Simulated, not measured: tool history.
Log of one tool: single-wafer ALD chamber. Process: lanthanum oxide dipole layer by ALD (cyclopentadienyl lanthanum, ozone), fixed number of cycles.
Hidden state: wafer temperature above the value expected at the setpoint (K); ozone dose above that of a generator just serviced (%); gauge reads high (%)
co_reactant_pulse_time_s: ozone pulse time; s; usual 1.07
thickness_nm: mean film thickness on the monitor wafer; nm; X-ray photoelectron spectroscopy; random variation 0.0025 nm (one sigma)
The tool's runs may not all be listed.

| run | hour | co_reactant_pulse_time_s | wafers since the last listed run | hours since the last thermocouple change | hours since the last ozone generator service | hours since the showerhead was replaced | hours since the gauge calibration | read-back reference wafer on the same gauge, thickness_nm | thickness_nm |
|---|---|---|---|---|---|---|---|---|---|
| 1 | 0.0 | 1.07 | 0 | 479.5 | 1198.6 | 1936.5 | 411.6 | 0.493 | 0.530 |
| 2 | 77.3 | 1.07 | 1171 | 556.8 | 1275.9 | 2013.8 | 488.9 | 0.493 | 0.529 |
| 3 | 168.8 | 0.85 | 1386 | 648.3 | 1367.4 | 2105.3 | 580.4 | 0.493 | 0.433 |
| 4 | 220.3 | 1.07 | 780 | 699.8 | 1418.9 | 2156.8 | 631.9 | 0.493 | 0.526 |
| 5 | 272.6 | 1.07 | 792 | 752.1 | 1471.2 | 2209.1 | 684.2 | 0.492 | 0.528 |
| 6 | 350.0 | 1.07 | 1172 | 829.5 | 1548.6 | 2286.5 | 761.6 | 0.492 | 0.517 |
|  | 374.2 | gauge calibrated |
| 7 | 393.1 | 0.94 | 653 | 872.6 | 1591.7 | 2329.6 | 18.9 | 0.493 | 0.472 |
| 8 | 445.8 | 0.94 | 798 | 925.3 | 1644.4 | 2382.3 | 71.6 | 0.493 | 0.473 |
| 9 | 493.0 | 1.22 | 715 | 972.5 | 1691.6 | 2429.5 | 118.8 | 0.493 | 0.559 |
|  | 525.3 | ozone generator serviced |
| 10 | 580.6 | 1.47 | 1206 | 1060.1 | 55.3 | 2517.1 | 206.4 | 0.492 | 0.617 |
|  | 642.3 | showerhead replaced |
|  | 644.3 | thermocouple changed; heater temperature recalibrated |
| 11 | 655.1 | 1.41 | 977 | 10.8 | 129.8 | 12.8 | 280.9 | 0.493 | 0.605 |
| 12 | 744.2 | 1.07 | 1350 | 99.9 | 218.9 | 101.9 | 370.0 | 0.493 | 0.555 |

Run 13 comes next. What will it give?
| 13 | 795.1 | 0.91 | 771 | 150.8 | 269.8 | 152.8 | 420.9 | ? | ? |

{"run 13": {"read-back reference wafer on the same gauge, thickness_nm": 0.492, "thickness_nm": 0.497}}
Without the tool's hidden state the same run would have given thickness_nm 0.511 nm.
